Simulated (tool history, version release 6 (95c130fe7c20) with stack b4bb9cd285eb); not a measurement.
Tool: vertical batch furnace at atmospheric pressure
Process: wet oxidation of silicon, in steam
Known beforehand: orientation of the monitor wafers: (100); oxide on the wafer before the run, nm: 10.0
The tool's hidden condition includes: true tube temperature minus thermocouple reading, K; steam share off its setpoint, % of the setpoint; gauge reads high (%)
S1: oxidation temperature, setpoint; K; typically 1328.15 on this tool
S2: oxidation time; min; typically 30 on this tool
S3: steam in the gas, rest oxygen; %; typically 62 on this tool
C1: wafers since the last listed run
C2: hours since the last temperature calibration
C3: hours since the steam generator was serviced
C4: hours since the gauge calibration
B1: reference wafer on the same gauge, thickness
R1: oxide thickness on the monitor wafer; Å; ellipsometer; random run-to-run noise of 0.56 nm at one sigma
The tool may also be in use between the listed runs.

Run 1, hour 0: usual settings; C1 0; C2 2579.1; C3 507.2; C4 584.4; B1 232.19. Result: R1 2834.9 Å.
Run 2, hour 32.9: usual settings; C1 327; C2 2612; C3 540.1; C4 617.3; B1 231.99. Result: R1 2832 Å.
Run 3, hour 62.7: usual settings; C1 296; C2 2641.8; C3 569.9; C4 647.1; B1 232.2. Result: R1 2823.9 Å.
Run 4, hour 132.4: usual settings; C1 693; C2 2711.5; C3 639.6; C4 716.8; B1 231.98. Result: R1 2843.7 Å.
Run 5, hour 179.4: usual settings; C1 467; C2 2758.5; C3 686.6; C4 763.8; B1 232.18. Result: R1 2846.4 Å.
Run 6, hour 216.8: usual settings; C1 371; C2 2795.9; C3 724; C4 801.2; B1 231.79. Result: R1 2835.3 Å.
Run 7, hour 249.6: usual settings but S1 1335.15 K; C1 326; C2 2828.7; C3 756.8; C4 834; B1 231.93. Result: R1 2971.1 Å.
Run 8, hour 275.4: usual settings but S1 1335.15 K; C1 256; C2 2854.5; C3 782.6; C4 859.8; B1 231.87. Result: R1 2967.6 Å.
Run 9, hour 307.1: usual settings but S1 1323.15 K; C1 315; C2 2886.2; C3 814.3; C4 891.5; B1 232.07. Result: R1 2748.8 Å.
Run 10, hour 359.3: usual settings; C1 519; C2 2938.4; C3 866.5; C4 943.7; B1 231.87. Result: R1 2837.4 Å.
Run 11, hour 415.6: usual settings; C1 559; C2 2994.7; C3 922.8; C4 1000; B1 232.13. Result: R1 2833.8 Å.
Run 12, hour 453.4: usual settings; C1 375; C2 3032.5; C3 960.6; C4 1037.8; B1 231.89. Result: R1 2844.1 Å.
Run 13, hour 502.5: usual settings; C1 488; C2 3081.6; C3 1009.7; C4 1086.9; B1 232. Result: R1 2841.4 Å.
Run 14, hour 571.5: usual settings; C1 686; C2 3150.6; C3 1078.7; C4 1155.9; B1 231.78. Result: R1 2840.6 Å.
At hour 599.2: thermocouples replaced and temperature profile calibrated.
Run 15, hour 608.8: usual settings but S2 36.5 min; C1 132; C2 9.6; C3 1116; C4 1193.2; B1 231.86. Result: R1 3130.7 Å.
Run 16, hour 647.8: usual settings but S2 36.5 min; C1 387; C2 48.6; C3 1155; C4 1232.2; B1 232.04. Result: R1 3130.7 Å.
Run 17, hour 684.7: usual settings but S1 1348.15 K, S2 41.5 min; C1 366; C2 85.5; C3 1191.9; C4 1269.1; B1 231.94. Result: R1 3801.2 Å.
Run 18, hour 738.7: usual settings; C1 537; C2 139.5; C3 1245.9; C4 1323.1; B1 232.07. Result: R1 2762.3 Å.
Run 19, hour 803.9: usual settings but S1 1308.15 K, S2 43.5 min, S3 56 %; C1 648; C2 204.7; C3 1311.1; C4 1388.3; B1 231.8. Result: R1 2881.2 Å.
Run 20, hour 848.9: usual settings but S1 1352.15 K, S3 51 %; C1 447; C2 249.7; C3 1356.1; C4 1433.3; B1 231.96. Result: R1 2828.4 Å.
Run 21, hour 906.7: usual settings but S1 1317.15 K, S2 20.5 min, S3 72 %; C1 574; C2 307.5; C3 1413.9; C4 1491.1; B1 231.7. Result: R1 2183.4 Å.
Run 22, hour 976.5: usual settings but S1 1310.15 K, S2 44 min, S3 50 %; C1 694; C2 377.3; C3 1483.7; C4 1560.9; B1 231.78. Result: R1 2727 Å.
Run 23, hour 1030.2: usual settings but S1 1339.15 K; C1 534; C2 431; C3 1537.4; C4 1614.6; B1 232.1. Result: R1 2955.4 Å.
Run 24, hour 1172.6: usual settings but S1 1307.15 K, S2 20 min, S3 58 %; C1 1416; C2 573.4; C3 1679.8; C4 1757; B1 232.01. Result: R1 1712.7 Å.
At hour 1219.5: gauge calibrated.
At hour 1225.6: steam generator serviced.
Run 25, hour 1243.7: usual settings but S1 1306.15 K, S2 25 min, S3 56 %; C1 468; C2 644.5; C3 18.1; C4 24.2; B1 231.86. Result: R1 1963.3 Å.
Run 26, hour 1299.5: usual settings but S1 1307.15 K, S2 20 min, S3 58 %; C1 554; C2 700.3; C3 73.9; C4 80; B1 232.04. Result: R1 1729.1 Å.
Run 27, hour 1355: usual settings but S2 37 min, S3 72 %; C1 551; C2 755.8; C3 129.4; C4 135.5; B1 231.96. Result: R1 3506.4 Å.
Run 28, hour 1422.3: usual settings but S1 1344.15 K, S2 16.5 min, S3 55 %; C1 669; C2 823.1; C3 196.7; C4 202.8; B1 231.67. Result: R1 1927.7 Å.
Run 29, hour 1448.5: usual settings but S1 1310.15 K, S2 24 min, S3 72 %; C1 260; C2 849.3; C3 222.9; C4 229; B1 231.96. Result: R1 2336.1 Å.
Run 30, hour 1498.5: usual settings; C1 497; C2 899.3; C3 272.9; C4 279; B1 232.13. Result: R1 2783.2 Å.
Run 31, hour 1541.4: usual settings but S2 36.5 min; C1 426; C2 942.2; C3 315.8; C4 321.9; B1 232.07. Result: R1 3157.7 Å.
Run 32, hour 1604.2: usual settings but S1 1338.15 K, S3 56 %; C1 624; C2 1005; C3 378.6; C4 384.7; B1 231.9. Result: R1 2777.8 Å.
Run 33, hour 1672.6: usual settings; C1 680; C2 1073.4; C3 447; C4 453.1; B1 232. Result: R1 2778.6 Å.
Run 34, hour 1737.3: usual settings but S1 1346.15 K, S2 36 min; C1 643; C2 1138.1; C3 511.7; C4 517.8; B1 231.67. Result: R1 3474.1 Å.
Run 35, hour 1808.7: usual settings; C1 710; C2 1209.5; C3 583.1; C4 589.2; B1 232.22. Result: R1 2784.4 Å.
Run 36, hour 1849.1: usual settings but S2 23.5 min, S3 74 %; C1 401; C2 1249.9; C3 623.5; C4 629.6; B1 232. Result: R1 2676.9 Å.
Run 37, hour 1912.9: usual settings but S1 1320.15 K, S2 22 min, S3 58 %; C1 634; C2 1313.7; C3 687.3; C4 693.4; B1 231.92. Result: R1 2043.4 Å.
Run 38, hour 1984.7: usual settings; C1 714; C2 1385.5; C3 759.1; C4 765.2; B1 231.77. Result: R1 2780.2 Å.

Each row is a separate what-if for the run after 38, all from the same tool condition, not one after another. Results?
Run A, hour 1988.9: usual settings; C1 41; C2 1389.7; C3 763.3; C4 769.4; B1 ?. Result: R1 ?.
Run B, hour 1988.9: usual settings but S1 1350.15 K, S2 22.5 min, S3 53 %; C1 41; C2 1389.7; C3 763.3; C4 769.4; B1 ?. Result: R1 ?.
Run C, hour 1988.9: usual settings but S1 1344.15 K, S2 39 min, S3 72 %; C1 41; C2 1389.7; C3 763.3; C4 769.4; B1 ?. Result: R1 ?.
Run D, hour 1988.9: usual settings but S2 22 min; C1 41; C2 1389.7; C3 763.3; C4 769.4; B1 ?. Result: R1 ?.

run      B1      R1
  A  231.98  2789.6
  B  231.98  2408.2
  C  231.98  3970.9
  D  231.98  2272.6
With no hidden state in the tool, these same runs would have given:
run      R1
  A  2773.3
  B  2395.5
  C  3955.5
  D  2257.4

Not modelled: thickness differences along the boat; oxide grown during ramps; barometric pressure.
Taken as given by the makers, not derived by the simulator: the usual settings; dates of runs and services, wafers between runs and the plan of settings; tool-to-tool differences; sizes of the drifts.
